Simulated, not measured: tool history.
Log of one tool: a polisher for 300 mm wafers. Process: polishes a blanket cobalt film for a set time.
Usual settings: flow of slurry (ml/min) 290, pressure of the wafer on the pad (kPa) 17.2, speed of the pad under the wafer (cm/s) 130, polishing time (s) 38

run	hour	flow of slurry (ml/min)	pressure of the wafer on the pad (kPa)	speed of the pad under the wafer (cm/s)	polishing time (s)	wafers since the last listed run	wafers polished on this pad	hours since the slurry nozzle was cleaned	hours since the head pressure was calibrated	incoming thickness of the incoming film, nm	film removed (Å)
1	0	290	17.2	130	38	0	1030	147.9	1060	906.4	2740
2	24.6	290	13.1	130	44	386	1417	172.5	1084.6	890.3	2459
3	49.4	290	13.1	130	44	390	1807	197.3	1109.4	897.4	2400
# hour 69.4: worn pad replaced by a new one
4	75.6	290	13.1	130	44	349	97	223.5	1135.6	899	2456
# hour 86.8: slurry nozzle cleaned
5	94.4	365	17.2	130	38	279	377	7.6	1154.4	910.3	2856
6	116.8	365	17.2	130	38	352	729	30	1176.8	871	2845
7	148.3	365	17.2	130	38	495	1225	61.5	1208.3	909.4	2849
8	175.9	290	17.2	130	38	434	1659	89.1	1235.9	891.4	2787
9	194.6	290	17.2	130	38	294	1953	107.8	1254.6	892.2	2795
# hour 204.2: worn pad replaced by a new one
# hour 216.4: head pressure recalibrated
10	225.9	290	17.2	130	38	397	309	139.1	9.5	892.3	2605
11	241	290	17.2	130	38	237	547	154.2	24.6	901.1	2625
12	263.3	290	17.2	130	38	350	897	176.5	46.9	901.9	2594
13	290.2	290	17.2	130	38	423	1321	203.4	73.8	902.8	2584
14	315.4	290	17.2	130	38	396	1717	228.6	99	907.6	2600
# hour 317.2: slurry nozzle cleaned
15	331.8	290	17.2	130	38	242	1959	14.6	115.4	872.3	2585
16	353.9	335	17.2	164	38	347	2307	36.7	137.5	898.3	3315
# hour 363.6: worn pad replaced by a new one
17	366.4	290	17.2	130	38	133	43	49.2	150	895.8	2597
18	397.3	350	17.2	90	38	486	529	80.1	180.9	894.2	1841
19	420.6	290	22.1	130	25	366	896	103.4	204.2	872.4	2178
20	441.2	290	11.7	130	29	324	1220	124	224.8	894	1340
21	467.1	290	22.8	130	51	407	1627	149.9	250.7	879.9	4587
22	481.7	290	17.2	130	38	229	1857	164.5	265.3	883.4	2617
23	512.2	290	17.2	94	38	479	2336	195	295.8	882.8	1900
# hour 515.9: slurry nozzle cleaned
# hour 519.7: worn pad replaced by a new one
24	536.1	265	17.2	130	38	301	258	20.2	319.7	886.7	2618
25	549.6	205	17.2	130	38	212	470	33.7	333.2	903.1	2501
26	562.3	290	17.2	130	38	199	670	46.4	345.9	884.6	2603
27	578.3	245	17.2	148	38	251	922	62.4	361.9	893.6	2930
28	599.4	290	17.2	130	38	331	1254	83.5	383	889.5	2661
29	633	345	13.8	130	30	528	1782	117.1	416.6	884.4	1687
# hour 647.1: worn pad replaced by a new one
30	699.9	385	17.2	164	38	989	830	184	483.5	887.5	3407

Forecast each of these 4 alternatives for the next run:
A	700.3	290	17.2	130	38	6	836	184.4	483.9	896.5	?
B	700.3	250	18.6	130	30	6	836	184.4	483.9	896.5	?
C	700.3	380	17.2	148	34	6	836	184.4	483.9	896.5	?
D	700.3	290	20	130	38	6	836	184.4	483.9	896.5	?

run	film removed (Å)
A	2658
B	2229
C	2773
D	3084
Without the tool's hidden state the same runs would have given:
run	film removed (Å)
A	2641
B	2215
C	2755
D	3064
